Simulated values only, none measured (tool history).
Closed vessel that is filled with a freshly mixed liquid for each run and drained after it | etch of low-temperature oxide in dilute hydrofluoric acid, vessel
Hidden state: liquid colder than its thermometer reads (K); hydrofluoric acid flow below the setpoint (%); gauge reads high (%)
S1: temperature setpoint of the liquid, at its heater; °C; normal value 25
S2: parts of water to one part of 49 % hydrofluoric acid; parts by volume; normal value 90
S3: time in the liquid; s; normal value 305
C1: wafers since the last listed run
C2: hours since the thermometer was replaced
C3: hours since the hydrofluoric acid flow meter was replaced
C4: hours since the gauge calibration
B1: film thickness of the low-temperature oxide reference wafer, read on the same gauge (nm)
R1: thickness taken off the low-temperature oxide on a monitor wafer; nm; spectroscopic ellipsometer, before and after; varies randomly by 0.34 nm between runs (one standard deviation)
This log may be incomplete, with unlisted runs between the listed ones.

run,hour,S1,S2,S3,C1,C2,C3,C4,B1,R1
1,0,25,125,305,0,834.8,522.7,594.3,110,26.61
# hour 37.3: thermometer replaced
2,42.9,28.5,90,305,3544,5.6,565.6,637.2,109.99,46.27
3,85.6,28.5,90,305,3612,48.3,608.3,679.9,110.01,45.74
4,148.6,28.5,90,305,5329,111.3,671.3,742.9,110.01,45.62
5,231.7,25,90,305,7030,194.4,754.4,826,110.01,39.38
6,329.3,25,90,305,8256,292,852,923.6,110.01,39.76
# hour 528: hydrofluoric acid flow meter replaced
7,577.7,25,90,305,20929,540.4,49.7,1172,110.01,38.69
8,632.8,25,90,305,4661,595.5,104.8,1227.1,110,38.16
9,730.6,25,105,305,8273,693.3,202.6,1324.9,109.97,32.44
10,812.8,25,105,305,6954,775.5,284.8,1407.1,109.99,32.32
11,879.3,25,90,305,5625,842,351.3,1473.6,109.99,37.61
12,915.7,25,90,305,3079,878.4,387.7,1510,109.99,37.74
# hour 917: thermometer replaced
13,951.8,25,80,305,2969,34.8,423.8,1546.1,109.99,45.71
14,988.9,25,80,305,3138,71.9,460.9,1583.2,109.98,45.75
15,1083.8,22,60,305,8028,166.8,555.8,1678.1,109.99,54.8
16,1341.3,21,90,255,21784,424.3,813.3,1935.6,110.02,28.4
17,1441.8,27,90,305,8502,524.8,913.8,2036.1,110,42.01
18,1544,25,60,210,8645,627,1016,2138.3,110.02,41.56
# hour 1594: hydrofluoric acid flow meter replaced
# hour 1710.7: gauge calibrated
19,1800.5,28,120,305,21614,883.5,206.5,89.8,109.99,30.25
20,1858.5,25,90,305,4906,941.5,264.5,147.8,109.97,37.83
# hour 1889.3: thermometer replaced
21,1944,20.5,90,305,7148,54.7,350,233.3,110.04,33.18
22,2027.4,27,130,360,7055,138.1,433.4,316.7,109.97,32.97
23,2095.7,28.5,45,225,5778,206.4,501.7,385,110.03,71.04
24,2190.9,25,90,305,8053,301.6,596.9,480.2,110.03,39.04
25,2229.4,23,90,415,3257,340.1,635.4,518.7,109.99,48.43
26,2318.5,25,115,410,7537,429.2,724.5,607.8,110,39.4
27,2380.3,25,90,305,5228,491,786.3,669.6,110.01,38.13
28,2438.2,22.5,115,440,4898,548.9,844.2,727.5,110,37.72
29,2543.1,25,90,245,8874,653.8,949.1,832.4,109.99,30.56
30,2645.1,25,115,485,8629,755.8,1051.1,934.4,110.01,45.46

Run 31 has not been measured yet. What should we expect?
# hour 2667.8: hydrofluoric acid flow meter replaced
# hour 2668.2: thermometer replaced
31,2704.4,28,90,355,4900,36.2,36.6,993.7,?,?

Run 31 produced B1 109.99, R1 52.84 nm.
If the tool had no hidden condition, the same run with the same run-to-run variation would have returned R1 53.41 nm.
